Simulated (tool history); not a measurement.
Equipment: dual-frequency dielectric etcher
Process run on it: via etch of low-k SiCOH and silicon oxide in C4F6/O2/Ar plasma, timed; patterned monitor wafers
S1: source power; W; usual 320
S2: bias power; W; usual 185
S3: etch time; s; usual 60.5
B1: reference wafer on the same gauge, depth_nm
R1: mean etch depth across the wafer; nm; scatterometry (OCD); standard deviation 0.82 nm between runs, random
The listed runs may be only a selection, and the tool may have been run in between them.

Run 1, hour 0.0: usual settings; B1 148.9. Result: R1 142.6 nm.
Run 2, hour 28.2: usual settings but S3 48.0 s; B1 149.0. Result: R1 112.6 nm.
At hour 186.0: gauge calibrated.
Run 3, hour 206.5: usual settings; B1 149.0. Result: R1 139.2 nm.
Run 4, hour 262.7: usual settings; B1 149.1. Result: R1 139.5 nm.
Run 5, hour 305.2: usual settings but S3 49.5 s; B1 148.6. Result: R1 114.7 nm.
Run 6, hour 351.1: usual settings; B1 149.0. Result: R1 138.6 nm.
At hour 400.3: upper electrode replaced.
Run 7, hour 400.8: usual settings; B1 149.0. Result: R1 138.0 nm.
Run 8, hour 417.4: usual settings; B1 149.1. Result: R1 137.6 nm.
Run 9, hour 470.3: usual settings; B1 149.0. Result: R1 135.9 nm.
At hour 518.6: wet clean of the chamber.
Run 10, hour 533.0: usual settings but S1 250 W, S2 200 W; B1 149.2. Result: R1 135.8 nm.
Run 11, hour 561.5: usual settings; B1 148.7. Result: R1 139.4 nm.
At hour 613.2: source power generator calibrated.
Run 12, hour 613.7: usual settings; B1 149.2. Result: R1 140.6 nm.
Run 13, hour 650.4: usual settings; B1 149.1. Result: R1 139.8 nm.
Run 14, hour 701.0: usual settings but S1 250 W, S2 200 W; B1 148.8. Result: R1 133.8 nm.
Run 15, hour 733.6: usual settings but S2 163 W; B1 149.1. Result: R1 136.2 nm.
Run 16, hour 765.1: usual settings but S2 168 W; B1 149.2. Result: R1 136.7 nm.
Run 17, hour 795.7: usual settings but S3 69.0 s; B1 149.3. Result: R1 157.7 nm.
Run 18, hour 858.5: usual settings but S1 250 W, S2 155 W; B1 149.1. Result: R1 124.9 nm.
Run 19, hour 916.3: usual settings but S2 222 W; B1 149.0. Result: R1 142.6 nm.
At hour 943.5: bias power generator calibrated.
At hour 962.8: wet clean of the chamber.
Run 20, hour 965.4: usual settings but S1 390 W, S2 140 W; B1 148.8. Result: R1 139.1 nm.
Run 21, hour 1007.8: usual settings but S2 226 W, S3 77.5 s; B1 149.0. Result: R1 189.6 nm.
Run 22, hour 1035.3: usual settings but S1 260 W, S3 52.0 s; B1 148.9. Result: R1 114.9 nm.
Run 23, hour 1093.8: usual settings but S1 390 W, S2 205 W, S3 78.0 s; B1 149.1. Result: R1 194.5 nm.
Run 24, hour 1118.0: usual settings but S1 390 W; B1 148.5. Result: R1 147.4 nm.
Run 25, hour 1166.2: usual settings but S1 250 W, S2 218 W; B1 148.9. Result: R1 137.3 nm.
Run 26, hour 1236.4: usual settings but S1 290 W, S3 70.0 s; B1 148.7. Result: R1 158.3 nm.
Run 27, hour 1266.0: usual settings but S1 250 W, S2 200 W; B1 149.0. Result: R1 134.3 nm.
Run 28, hour 1336.9: usual settings but S1 350 W, S2 141 W, S3 47.5 s; B1 149.3. Result: R1 104.4 nm.
Run 29, hour 1405.0: usual settings; B1 148.8. Result: R1 138.3 nm.

For some of the steps in R1 from one run to the next: how much would appear even if the tool had no hidden state, given the settings, what came in and random variation, and how much remains for the hidden state plus any gauge scatter that the measured result and the result without hidden state don't share?
The hidden state here: etch rate over this chamber's usual, %; source power that arrives over what is set, %; bias power that arrives over what is set, %; gauge reads high (%).
Run 9 -> 10: S1 320 -> 250, S2 185 -> 200, wet clean of the chamber. R1 -0.1 nm: hidden state +4.7, all else -4.8.
Run 19 -> 20: S1 320 -> 390, S2 222 -> 140, bias power generator calibrated, wet clean of the chamber. R1 -3.5 nm: hidden state +4.4, all else -7.9.
Run 21 -> 22: S1 320 -> 260, S2 226 -> 185, S3 77.5 -> 52.0. R1 -74.7 nm: hidden state +0.4, all else -75.1.
Run 22 -> 23: S1 260 -> 390, S2 185 -> 205, S3 52.0 -> 78.0. R1 +79.6 nm: hidden state -1.8, all else +81.4.
